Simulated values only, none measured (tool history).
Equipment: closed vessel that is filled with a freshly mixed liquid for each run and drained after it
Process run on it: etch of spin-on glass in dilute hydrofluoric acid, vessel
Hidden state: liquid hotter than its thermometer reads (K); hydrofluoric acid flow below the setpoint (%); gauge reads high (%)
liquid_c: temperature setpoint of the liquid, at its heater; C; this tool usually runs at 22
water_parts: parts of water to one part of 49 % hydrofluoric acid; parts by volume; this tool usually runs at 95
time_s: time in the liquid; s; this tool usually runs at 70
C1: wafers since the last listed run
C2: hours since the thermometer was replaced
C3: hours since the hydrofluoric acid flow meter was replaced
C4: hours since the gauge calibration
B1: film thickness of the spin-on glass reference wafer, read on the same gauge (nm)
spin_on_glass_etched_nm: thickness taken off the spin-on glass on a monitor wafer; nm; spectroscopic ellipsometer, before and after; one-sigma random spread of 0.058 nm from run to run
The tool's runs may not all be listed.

run 1 hour=0 | liquid_c=22 water_parts=95 time_s=70 | C1=0 C2=247.7 C3=60.9 C4=876.3 | B1=40.02 | spin_on_glass_etched_nm=17.52
run 2 hour=96.3 | liquid_c=22 water_parts=95 time_s=70 | C1=14053 C2=344 C3=157.2 C4=972.6 | B1=40.01 | spin_on_glass_etched_nm=17.63
run 3 hour=171.5 | liquid_c=22 water_parts=95 time_s=70 | C1=10974 C2=419.2 C3=232.4 C4=1047.8 | B1=39.99 | spin_on_glass_etched_nm=17.56
run 4 hour=274.7 | liquid_c=22 water_parts=95 time_s=70 | C1=15060 C2=522.4 C3=335.6 C4=1151 | B1=40 | spin_on_glass_etched_nm=17.43
run 5 hour=312 | liquid_c=22 water_parts=95 time_s=70 | C1=5443 C2=559.7 C3=372.9 C4=1188.3 | B1=39.98 | spin_on_glass_etched_nm=17.45
run 6 hour=397.6 | liquid_c=22 water_parts=95 time_s=70 | C1=12492 C2=645.3 C3=458.5 C4=1273.9 | B1=40 | spin_on_glass_etched_nm=17.42
run 7 hour=499 | liquid_c=24 water_parts=95 time_s=70 | C1=14798 C2=746.7 C3=559.9 C4=1375.3 | B1=39.99 | spin_on_glass_etched_nm=18.75
-- hour=574.4 thermometer replaced
run 8 hour=611.3 | liquid_c=24 water_parts=95 time_s=70 | C1=16243 C2=36.9 C3=672.2 C4=1487.6 | B1=39.99 | spin_on_glass_etched_nm=18.7
run 9 hour=676.6 | liquid_c=24 water_parts=95 time_s=70 | C1=9529 C2=102.2 C3=737.5 C4=1552.9 | B1=39.98 | spin_on_glass_etched_nm=18.65
run 10 hour=756.4 | liquid_c=22 water_parts=115 time_s=70 | C1=11645 C2=182 C3=817.3 C4=1632.7 | B1=39.99 | spin_on_glass_etched_nm=13.84
run 11 hour=815.9 | liquid_c=22 water_parts=95 time_s=55 | C1=8683 C2=241.5 C3=876.8 C4=1692.2 | B1=40.02 | spin_on_glass_etched_nm=13.47
-- hour=851.3 hydrofluoric acid flow meter replaced
run 12 hour=921.7 | liquid_c=22 water_parts=95 time_s=55 | C1=15294 C2=347.3 C3=70.4 C4=1798 | B1=40 | spin_on_glass_etched_nm=13.77
run 13 hour=1217.2 | liquid_c=22 water_parts=95 time_s=70 | C1=43125 C2=642.8 C3=365.9 C4=2093.5 | B1=40 | spin_on_glass_etched_nm=17.44
run 14 hour=1307.9 | liquid_c=22 water_parts=95 time_s=70 | C1=13236 C2=733.5 C3=456.6 C4=2184.2 | B1=40.01 | spin_on_glass_etched_nm=17.33
-- hour=1336.8 thermometer replaced
run 15 hour=1362.6 | liquid_c=20.5 water_parts=80 time_s=55 | C1=7836 C2=25.8 C3=511.3 C4=2238.9 | B1=39.98 | spin_on_glass_etched_nm=15.35
run 16 hour=1585.9 | liquid_c=22 water_parts=95 time_s=70 | C1=32588 C2=249.1 C3=734.6 C4=2462.2 | B1=40 | spin_on_glass_etched_nm=17.03
run 17 hour=1629.6 | liquid_c=18 water_parts=55 time_s=60 | C1=6377 C2=292.8 C3=778.3 C4=2505.9 | B1=39.98 | spin_on_glass_etched_nm=22.43
-- hour=1676.4 gauge calibrated
run 18 hour=1680 | liquid_c=22 water_parts=115 time_s=70 | C1=7355 C2=343.2 C3=828.7 C4=3.6 | B1=40 | spin_on_glass_etched_nm=13.71
run 19 hour=1761.8 | liquid_c=22 water_parts=95 time_s=110 | C1=11937 C2=425 C3=910.5 C4=85.4 | B1=40.01 | spin_on_glass_etched_nm=26.61
-- hour=1820.6 hydrofluoric acid flow meter replaced
run 20 hour=1840 | liquid_c=22 water_parts=75 time_s=70 | C1=11266 C2=503.2 C3=19.4 C4=163.6 | B1=39.99 | spin_on_glass_etched_nm=23.06
run 21 hour=1897.8 | liquid_c=25 water_parts=45 time_s=70 | C1=8435 C2=561 C3=77.2 C4=221.4 | B1=40.02 | spin_on_glass_etched_nm=44.87
run 22 hour=2002.7 | liquid_c=23.5 water_parts=80 time_s=80 | C1=15309 C2=665.9 C3=182.1 C4=326.3 | B1=39.98 | spin_on_glass_etched_nm=25.8
run 23 hour=2099.5 | liquid_c=22 water_parts=95 time_s=70 | C1=14126 C2=762.7 C3=278.9 C4=423.1 | B1=40.01 | spin_on_glass_etched_nm=17.59
run 24 hour=2163.8 | liquid_c=22 water_parts=130 time_s=85 | C1=9383 C2=827 C3=343.2 C4=487.4 | B1=40.01 | spin_on_glass_etched_nm=14.91
-- hour=2209.6 thermometer replaced
run 25 hour=2249.8 | liquid_c=18.5 water_parts=65 time_s=70 | C1=12404 C2=40.2 C3=429.2 C4=573.4 | B1=40 | spin_on_glass_etched_nm=22.76
run 26 hour=2354.7 | liquid_c=26 water_parts=95 time_s=70 | C1=15309 C2=145.1 C3=534.1 C4=678.3 | B1=40 | spin_on_glass_etched_nm=20.25
run 27 hour=2435.6 | liquid_c=18 water_parts=110 time_s=85 | C1=11806 C2=226 C3=615 C4=759.2 | B1=40.01 | spin_on_glass_etched_nm=15.04
run 28 hour=2538.9 | liquid_c=19.5 water_parts=130 time_s=85 | C1=15075 C2=329.3 C3=718.3 C4=862.5 | B1=40.01 | spin_on_glass_etched_nm=13.27

Each run again, without the hidden state but with its own random variation kept:
run=1 spin_on_glass_etched_nm=17.59
run=2 spin_on_glass_etched_nm=17.75
run=3 spin_on_glass_etched_nm=17.74
run=4 spin_on_glass_etched_nm=17.66
run=5 spin_on_glass_etched_nm=17.71
run=6 spin_on_glass_etched_nm=17.74
run=7 spin_on_glass_etched_nm=19.16
run=8 spin_on_glass_etched_nm=19.19
run=9 spin_on_glass_etched_nm=19.18
run=10 spin_on_glass_etched_nm=14.28
run=11 spin_on_glass_etched_nm=13.92
run=12 spin_on_glass_etched_nm=13.93
run=13 spin_on_glass_etched_nm=17.83
run=14 spin_on_glass_etched_nm=17.78
run=15 spin_on_glass_etched_nm=15.77
run=16 spin_on_glass_etched_nm=17.65
run=17 spin_on_glass_etched_nm=23.25
run=18 spin_on_glass_etched_nm=14.27
run=19 spin_on_glass_etched_nm=27.77
run=20 spin_on_glass_etched_nm=23.08
run=21 spin_on_glass_etched_nm=44.99
run=22 spin_on_glass_etched_nm=25.96
run=23 spin_on_glass_etched_nm=17.77
run=24 spin_on_glass_etched_nm=15.1
run=25 spin_on_glass_etched_nm=23.1
run=26 spin_on_glass_etched_nm=20.64
run=27 spin_on_glass_etched_nm=15.37
run=28 spin_on_glass_etched_nm=13.62

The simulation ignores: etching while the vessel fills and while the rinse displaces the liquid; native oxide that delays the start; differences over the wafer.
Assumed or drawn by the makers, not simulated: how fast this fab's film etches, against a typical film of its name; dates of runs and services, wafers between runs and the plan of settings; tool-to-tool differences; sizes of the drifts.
